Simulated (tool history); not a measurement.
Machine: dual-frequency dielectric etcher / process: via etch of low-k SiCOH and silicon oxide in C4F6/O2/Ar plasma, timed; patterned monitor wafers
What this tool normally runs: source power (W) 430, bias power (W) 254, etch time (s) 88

run,hour,source power (W),bias power (W),etch time (s),wafers since the last listed run,hours since the last wet clean,hours since the last source power generator calibration,hours since the last bias power generator calibration,hours since the last upper electrode change,hours since the gauge calibration,"read-back reference wafer on the same gauge, depth_nm",mean etch depth across the wafer (nm)
1,0,350,254,88,0,271.5,3539.4,1936.2,4742.7,1235.7,260,286.1
# hour 77.2: wet clean of the chamber
2,77.7,350,254,88,456,0.5,3617.1,2013.9,4820.4,1313.4,260,285.1
# hour 97.3: source power generator calibrated
3,102.1,430,226,88,173,24.9,4.8,2038.3,4844.8,1337.8,260,289.5
4,150.6,430,254,68.5,412,73.4,53.3,2086.8,4893.3,1386.3,260,233.4
5,215,430,254,68.5,547,137.8,117.7,2151.2,4957.7,1450.7,260.1,233.9
# hour 215.7: gauge calibrated
6,244.3,430,254,68.5,249,167.1,147,2180.5,4987,28.6,259.7,233.3
7,290.1,430,254,88,389,212.9,192.8,2226.3,5032.8,74.4,259.8,301.2
8,412.1,430,254,88,1037,334.9,314.8,2348.3,5154.8,196.4,259.8,299
# hour 493.4: wet clean of the chamber
9,493.9,430,254,88,491,0.5,396.6,2430.1,5236.6,278.2,259.7,300.6
10,504.5,430,278,88,90,11.1,407.2,2440.7,5247.2,288.8,259.8,307.5
11,551.9,530,254,88,403,58.5,454.6,2488.1,5294.6,336.2,259.9,317.2
# hour 588.5: upper electrode replaced
12,596.8,520,254,68.5,177,103.4,499.5,2533,8.3,381.1,260.1,246.2
13,621,430,254,88,205,127.6,523.7,2557.2,32.5,405.3,259.9,300.5
# hour 665.6: bias power generator calibrated
14,676.2,390,254,98,435,182.8,578.9,10.6,87.7,460.5,259.9,323.1
15,739.2,430,300,88,535,245.8,641.9,73.6,150.7,523.5,259.9,312.1
16,778.5,430,254,68.5,334,285.1,681.2,112.9,190,562.8,260.2,230.5
17,850,390,254,88,608,356.6,752.7,184.4,261.5,634.3,259.9,289.3
# hour 881.3: wet clean of the chamber
18,904.9,430,278,88,262,23.6,807.6,239.3,316.4,689.2,260.1,304.3
19,961.2,430,278,88,478,79.9,863.9,295.6,372.7,745.5,260,304.5
20,996.3,400,203,104,298,115,899,330.7,407.8,780.6,259.9,326.2
21,1041.3,330,231,96.5,382,160,944,375.7,452.8,825.6,259.9,298.1
22,1066.6,470,218,88,215,185.3,969.3,401,478.1,850.9,259.9,292
23,1104.1,430,254,103,319,222.8,1006.8,438.5,515.6,888.4,260.1,347.8
24,1161.1,460,211,104,484,279.8,1063.8,495.5,572.6,945.4,260,338.1
25,1208.6,490,284,88,404,327.3,1111.3,543,620.1,992.9,259.8,317.2
# hour 1247.5: wet clean of the chamber
26,1248,430,254,71,131,0.5,1150.7,582.4,659.5,1032.3,260.2,240.9
27,1309.5,500,254,88,523,62,1212.2,643.9,721,1093.8,260.3,309.8
28,1419.9,380,201,78.5,939,172.4,1322.6,754.3,831.4,1204.2,260.1,242.3
29,1474.1,430,254,88,461,226.6,1376.8,808.5,885.6,1258.4,260.1,296.6

Each row is a separate what-if for the run after 29, all from the same tool condition, not one after another. Results?
A,1474.5,430,307,88,3,227,1377.2,808.9,886,1258.8,?,?
B,1474.5,430,207,99.5,3,227,1377.2,808.9,886,1258.8,?,?
C,1474.5,470,306,62.5,3,227,1377.2,808.9,886,1258.8,?,?
D,1474.5,430,254,113.5,3,227,1377.2,808.9,886,1258.8,?,?

run,"read-back reference wafer on the same gauge, depth_nm",mean etch depth across the wafer (nm)
A,259.7,314.6
B,259.7,318.6
C,259.7,228.4
D,259.7,384.1
Without the tool's hidden state the same runs would have given:
run,mean etch depth across the wafer (nm)
A,313.5
B,317.6
C,227.6
D,382.9
